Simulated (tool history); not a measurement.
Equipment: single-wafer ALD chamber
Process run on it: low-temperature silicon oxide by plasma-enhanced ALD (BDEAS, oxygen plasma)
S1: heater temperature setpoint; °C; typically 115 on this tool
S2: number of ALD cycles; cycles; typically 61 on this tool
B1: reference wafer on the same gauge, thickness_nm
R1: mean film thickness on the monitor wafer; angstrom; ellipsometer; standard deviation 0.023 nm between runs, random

run	hour	S1	S2	B1	R1
1	0	115	61	8.003	93.25
2	87.5	115	61	7.997	93.68
3	132	115	61	7.999	93.56
4	213.4	115	61	7.993	93.91
# hour 240.5: thermocouple changed; heater temperature recalibrated
5	321	115	61	7.991	93.39
6	411.3	119	61	7.988	92.5
7	492.1	119	61	7.993	92.7
8	576	115	61	7.994	93.29
9	620.1	115	61	7.988	92.61
10	716.2	115	61	7.984	93.29
11	814.8	115	61	7.99	93.04
12	876.9	112	61	7.986	93.69
13	949.9	112	61	7.992	93.82
14	1034.8	108	61	7.981	94.7
15	1135.1	108	61	7.977	94.25
16	1193.6	108	61	7.995	94.98
17	1290.1	115	57	7.987	87.76
18	1370.5	115	57	7.991	87.55
# hour 1574.6: gauge calibrated
# hour 1638.2: thermocouple changed; heater temperature recalibrated
19	1675.9	115	57	7.994	87
20	1713.3	115	55	7.987	84.32
21	1808	129	61	7.986	90.81
22	1869.4	115	61	7.987	93.27
23	1922.3	106	69	7.995	106.75
24	1993.2	115	54	7.995	82.48
25	2044.1	124	54	7.982	80.98
26	2091.7	115	61	7.994	93.77
27	2257.2	119	61	7.991	92.65
28	2314.6	122	66	7.987	100.19
29	2369.8	115	61	7.99	93.9
30	2438.4	110	51	7.996	78.42
31	2510.2	115	61	7.985	93.45
32	2601.3	105	52	7.997	80.94
33	2663.1	108	66	7.987	102.72
34	2706.7	115	61	7.982	93.62
35	2812.9	105	57	7.989	88.95
36	2885.5	115	61	7.996	93.75
37	2936	109	61	7.987	95.11
38	3030.5	115	53	7.99	81.63
39	3111.7	115	61	7.994	94.06
40	3199	129	57	7.995	85.81
# hour 3250.3: thermocouple changed; heater temperature recalibrated
41	3303.1	115	61	7.992	93.63

Exercise: give the hidden state of the tool at every run:
gauge reads high (%): 0 in every run
H1: wafer temperature above the value expected at the setpoint (K)
run	H1
1	-3.38
2	-3.99
3	-4.31
4	-4.94
5	-0.464
6	-0.528
7	-0.624
8	-0.762
9	-0.851
10	-1.08
11	-1.37
12	-1.58
13	-1.86
14	-2.22
15	-2.69
16	-3
17	-3.54
18	-4.03
19	-1.03
20	-1.04
21	-1.1
22	-1.17
23	-1.25
24	-1.38
25	-1.49
26	-1.6
27	-2.1
28	-2.31
29	-2.53
30	-2.82
31	-3.16
32	-3.63
33	-3.97
34	-4.23
35	-4.9
36	-5.4
37	-5.76
38	-6.47
39	-7.12
40	-7.87
41	-0.972
